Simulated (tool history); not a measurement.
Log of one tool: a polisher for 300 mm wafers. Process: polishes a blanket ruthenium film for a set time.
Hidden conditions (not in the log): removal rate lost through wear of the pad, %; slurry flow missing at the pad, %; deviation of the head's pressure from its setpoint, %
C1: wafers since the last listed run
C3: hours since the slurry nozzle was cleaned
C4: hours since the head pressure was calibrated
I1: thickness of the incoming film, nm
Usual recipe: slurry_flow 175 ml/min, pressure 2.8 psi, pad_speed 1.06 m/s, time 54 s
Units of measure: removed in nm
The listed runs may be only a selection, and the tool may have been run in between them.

{"run": 1, "hour": 0.0, "slurry_flow": 175, "pressure": 2.8, "pad_speed": 0.94, "time": 54, "C1": 0, "wafers polished on this pad": 509, "C3": 419.5, "C4": 383.3, "I1": 388.9, "removed": 86.3}
{"hour": 1.9, "done": "worn pad replaced by a new one"}
{"run": 2, "hour": 8.5, "slurry_flow": 175, "pressure": 2.8, "pad_speed": 1.06, "time": 45, "C1": 61, "wafers polished on this pad": 61, "C3": 428.0, "C4": 391.8, "I1": 388.7, "removed": 79.8}
{"run": 3, "hour": 16.5, "slurry_flow": 175, "pressure": 2.8, "pad_speed": 1.06, "time": 45, "C1": 74, "wafers polished on this pad": 136, "C3": 436.0, "C4": 399.8, "I1": 388.6, "removed": 78.5}
{"run": 4, "hour": 32.6, "slurry_flow": 175, "pressure": 2.8, "pad_speed": 1.06, "time": 54, "C1": 150, "wafers polished on this pad": 286, "C3": 452.1, "C4": 415.9, "I1": 387.2, "removed": 93.4}
{"run": 5, "hour": 47.2, "slurry_flow": 175, "pressure": 2.8, "pad_speed": 1.06, "time": 54, "C1": 136, "wafers polished on this pad": 423, "C3": 466.7, "C4": 430.5, "I1": 394.6, "removed": 92.5}
{"hour": 57.9, "done": "worn pad replaced by a new one, of another model than before"}
{"run": 6, "hour": 58.4, "slurry_flow": 175, "pressure": 2.6, "pad_speed": 1.06, "time": 54, "C1": 67, "wafers polished on this pad": 4, "C3": 477.9, "C4": 441.7, "I1": 393.8, "removed": 91.2}
{"run": 7, "hour": 75.1, "slurry_flow": 175, "pressure": 2.6, "pad_speed": 1.06, "time": 54, "C1": 156, "wafers polished on this pad": 160, "C3": 494.6, "C4": 458.4, "I1": 388.5, "removed": 88.6}
{"run": 8, "hour": 83.8, "slurry_flow": 175, "pressure": 2.6, "pad_speed": 1.06, "time": 54, "C1": 81, "wafers polished on this pad": 241, "C3": 503.3, "C4": 467.1, "I1": 389.2, "removed": 87.2}
{"run": 9, "hour": 96.3, "slurry_flow": 175, "pressure": 2.8, "pad_speed": 1.06, "time": 68, "C1": 116, "wafers polished on this pad": 358, "C3": 515.8, "C4": 479.6, "I1": 388.7, "removed": 114.0}
{"run": 10, "hour": 107.3, "slurry_flow": 230, "pressure": 1.9, "pad_speed": 0.72, "time": 54, "C1": 102, "wafers polished on this pad": 461, "C3": 526.8, "C4": 490.6, "I1": 384.5, "removed": 61.1}
{"hour": 121.6, "done": "worn pad replaced by a new one"}
{"hour": 122.0, "done": "head pressure recalibrated"}
{"run": 11, "hour": 122.5, "slurry_flow": 230, "pressure": 1.8, "pad_speed": 0.84, "time": 35, "C1": 100, "wafers polished on this pad": 4, "C3": 542.0, "C4": 0.5, "I1": 386.6, "removed": 42.4}
{"hour": 136.0, "done": "slurry nozzle cleaned"}
{"run": 12, "hour": 137.4, "slurry_flow": 175, "pressure": 2.8, "pad_speed": 1.06, "time": 69, "C1": 130, "wafers polished on this pad": 134, "C3": 1.4, "C4": 15.4, "I1": 386.9, "removed": 122.6}
{"run": 13, "hour": 148.6, "slurry_flow": 200, "pressure": 2.2, "pad_speed": 1.06, "time": 54, "C1": 104, "wafers polished on this pad": 239, "C3": 12.6, "C4": 26.6, "I1": 396.4, "removed": 80.2}
{"run": 14, "hour": 154.9, "slurry_flow": 175, "pressure": 2.8, "pad_speed": 0.96, "time": 54, "C1": 58, "wafers polished on this pad": 298, "C3": 18.9, "C4": 32.9, "I1": 388.7, "removed": 89.3}
{"run": 15, "hour": 168.5, "slurry_flow": 130, "pressure": 1.9, "pad_speed": 1.06, "time": 44, "C1": 127, "wafers polished on this pad": 425, "C3": 32.5, "C4": 46.5, "I1": 386.2, "removed": 51.2}

Run 16 comes next. What will it give?
{"run": 16, "hour": 175.6, "slurry_flow": 175, "pressure": 2.8, "pad_speed": 1.06, "time": 54, "C1": 66, "wafers polished on this pad": 491, "C3": 39.6, "C4": 53.6, "I1": 390.6, "removed": "?"}

Run 16 came out at removed 93.1 nm.
With the hidden condition absent and the run-to-run variation left alone, this run would have shown removed 97.6 nm.

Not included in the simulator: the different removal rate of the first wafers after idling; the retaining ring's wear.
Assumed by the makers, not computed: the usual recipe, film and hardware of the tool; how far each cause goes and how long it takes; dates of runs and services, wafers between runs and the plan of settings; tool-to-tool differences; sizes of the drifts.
